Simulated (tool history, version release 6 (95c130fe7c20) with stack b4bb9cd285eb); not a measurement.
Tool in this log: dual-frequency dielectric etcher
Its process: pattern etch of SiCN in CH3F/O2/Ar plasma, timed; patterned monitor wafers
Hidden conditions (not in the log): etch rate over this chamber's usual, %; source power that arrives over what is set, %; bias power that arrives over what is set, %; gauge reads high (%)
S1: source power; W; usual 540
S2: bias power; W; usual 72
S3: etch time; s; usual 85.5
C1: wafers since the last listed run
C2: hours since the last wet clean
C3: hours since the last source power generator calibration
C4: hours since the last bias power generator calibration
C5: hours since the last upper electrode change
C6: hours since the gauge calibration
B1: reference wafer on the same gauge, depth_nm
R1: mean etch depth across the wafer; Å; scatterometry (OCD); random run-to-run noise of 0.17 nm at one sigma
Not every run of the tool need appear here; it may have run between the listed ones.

| run | hour | S1 | S2 | S3 | C1 | C2 | C3 | C4 | C5 | C6 | B1 | R1 |
|---|---|---|---|---|---|---|---|---|---|---|---|---|
| 1 | 0 | 540 | 72 | 85.5 | 0 | 558 | 3930 | 1902.4 | 2769.1 | 48.4 | 37.99 | 358.9 |
| 2 | 15.1 | 540 | 72 | 85.5 | 136 | 573.1 | 3945.1 | 1917.5 | 2784.2 | 63.5 | 37.99 | 361.6 |
| 3 | 27.3 | 620 | 72 | 85.5 | 109 | 585.3 | 3957.3 | 1929.7 | 2796.4 | 75.7 | 37.95 | 375.6 |
|  | 71.7 | wet clean of the chamber |
|  | 80.9 | upper electrode replaced |
| 4 | 81.4 | 620 | 72 | 85.5 | 188 | 9.7 | 4011.4 | 1983.8 | 0.5 | 129.8 | 38.03 | 397.2 |
| 5 | 84.6 | 620 | 72 | 85.5 | 28 | 12.9 | 4014.6 | 1987 | 3.7 | 133 | 38.05 | 395.8 |
| 6 | 99.5 | 540 | 72 | 85.5 | 134 | 27.8 | 4029.5 | 2001.9 | 18.6 | 147.9 | 37.96 | 376.4 |
| 7 | 107.3 | 540 | 72 | 97.5 | 70 | 35.6 | 4037.3 | 2009.7 | 26.4 | 155.7 | 38.02 | 430.2 |
| 8 | 115.2 | 540 | 72 | 85.5 | 71 | 43.5 | 4045.2 | 2017.6 | 34.3 | 163.6 | 38.02 | 374.1 |
| 9 | 125.2 | 540 | 84 | 85.5 | 90 | 53.5 | 4055.2 | 2027.6 | 44.3 | 173.6 | 37.98 | 390.7 |
| 10 | 134.5 | 600 | 78 | 65 | 83 | 62.8 | 4064.5 | 2036.9 | 53.6 | 182.9 | 37.98 | 304.3 |
|  | 137.7 | gauge calibrated |
| 11 | 141.5 | 630 | 57 | 85.5 | 63 | 69.8 | 4071.5 | 2043.9 | 60.6 | 3.8 | 37.98 | 373.2 |
| 12 | 152.8 | 500 | 72 | 85.5 | 101 | 81.1 | 4082.8 | 2055.2 | 71.9 | 15.1 | 37.97 | 365.2 |
| 13 | 160.3 | 470 | 72 | 73 | 67 | 88.6 | 4090.3 | 2062.7 | 79.4 | 22.6 | 37.97 | 303 |
| 14 | 170.7 | 460 | 56 | 60 | 93 | 99 | 4100.7 | 2073.1 | 89.8 | 33 | 38.01 | 232.1 |
|  | 176.6 | bias power generator calibrated |
|  | 180.3 | source power generator calibrated |
| 15 | 180.9 | 540 | 72 | 85.5 | 22 | 109.2 | 0.6 | 4.3 | 100 | 43.2 | 38.03 | 376.3 |
| 16 | 196.4 | 640 | 72 | 104 | 139 | 124.7 | 16.1 | 19.8 | 115.5 | 58.7 | 37.98 | 478.4 |
| 17 | 208.2 | 540 | 72 | 99.5 | 106 | 136.5 | 27.9 | 31.6 | 127.3 | 70.5 | 38.04 | 436.3 |
| 18 | 224 | 540 | 72 | 85.5 | 142 | 152.3 | 43.7 | 47.4 | 143.1 | 86.3 | 37.91 | 369.3 |
| 19 | 232.2 | 480 | 66 | 85.5 | 73 | 160.5 | 51.9 | 55.6 | 151.3 | 94.5 | 38.05 | 345.9 |

Forecast each of these 3 alternatives for the next run:
| A | 232.6 | 540 | 67 | 85.5 | 3 | 160.9 | 52.3 | 56 | 151.7 | 94.9 | ? | ? |
| B | 232.6 | 490 | 72 | 60 | 3 | 160.9 | 52.3 | 56 | 151.7 | 94.9 | ? | ? |
| C | 232.6 | 540 | 65 | 63.5 | 3 | 160.9 | 52.3 | 56 | 151.7 | 94.9 | ? | ? |

| run | B1 | R1 |
|---|---|---|
| A | 38 | 368.1 |
| B | 38 | 254.8 |
| C | 38 | 271.1 |
Without the tool's unlogged condition, the same runs would have read:
| run | R1 |
|---|---|
| A | 374.2 |
| B | 259.1 |
| C | 275.6 |
